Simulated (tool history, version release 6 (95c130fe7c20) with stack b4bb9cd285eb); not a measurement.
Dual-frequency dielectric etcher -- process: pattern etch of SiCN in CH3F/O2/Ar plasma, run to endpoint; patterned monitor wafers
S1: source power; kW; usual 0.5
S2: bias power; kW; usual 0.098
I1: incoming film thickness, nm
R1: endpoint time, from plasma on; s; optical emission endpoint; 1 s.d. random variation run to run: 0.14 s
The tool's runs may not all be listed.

run,hour,S1,S2,I1,R1
1,0,0.54,0.098,11.52,23.3
2,7.4,0.54,0.098,11.54,23.6
3,17.6,0.58,0.098,11.53,23.1
4,31.3,0.58,0.098,11.52,23
5,44.2,0.58,0.098,11.4,22.9
6,57.9,0.53,0.098,11.47,23.4
7,69.3,0.5,0.098,11.43,23.8
8,79.2,0.5,0.098,11.48,24
9,95.6,0.5,0.098,11.52,24
10,113.1,0.5,0.116,11.54,22.3
11,124.4,0.5,0.116,11.44,22.1
12,140.9,0.5,0.116,11.5,22.4
13,147.7,0.5,0.098,11.52,23.8
14,162.5,0.5,0.098,11.45,24
15,176.4,0.54,0.105,11.52,22.9
16,187.9,0.54,0.105,11.33,22.6
17,204.2,0.5,0.098,11.57,24.4
18,212,0.44,0.12,11.45,22.6
19,225.9,0.6,0.098,11.56,22.6
# hour 254.3: upper electrode replaced
20,254.8,0.58,0.09,11.57,23.6
# hour 270.5: source power generator calibrated
# hour 283.8: bias power generator calibrated
# hour 297.9: wet clean of the chamber
21,298.4,0.5,0.098,11.43,24
22,302,0.5,0.09,11.52,25.1
23,348.9,0.57,0.082,11.58,25.1
24,366.2,0.5,0.116,11.63,22.6
25,373.3,0.42,0.098,11.54,25.4
26,391.1,0.5,0.098,11.46,23.7
27,401.8,0.62,0.078,11.54,24.9
28,416.9,0.47,0.122,11.61,22.5
29,428.4,0.39,0.098,11.66,26.5
30,443.1,0.61,0.09,11.44,23.2
31,459.9,0.58,0.086,11.49,24.2
32,472.6,0.58,0.116,11.47,21.3
33,480.4,0.59,0.115,11.63,21.5
34,490.9,0.53,0.091,11.52,24.6

4 options for the next run, each taken on its own from the tool as it stands now. Forecast them:
A,491.3,0.44,0.098,11.4,?
B,491.3,0.55,0.077,11.4,?
C,491.3,0.55,0.082,11.4,?
D,491.3,0.53,0.09,11.4,?

run,R1
A,24.8
B,25.7
C,25
D,24.3
The same runs, with their run-to-run variation unchanged, on a tool lacking any hidden condition would have given:
run,R1
A,24.8
B,25.7
C,25
D,24.3

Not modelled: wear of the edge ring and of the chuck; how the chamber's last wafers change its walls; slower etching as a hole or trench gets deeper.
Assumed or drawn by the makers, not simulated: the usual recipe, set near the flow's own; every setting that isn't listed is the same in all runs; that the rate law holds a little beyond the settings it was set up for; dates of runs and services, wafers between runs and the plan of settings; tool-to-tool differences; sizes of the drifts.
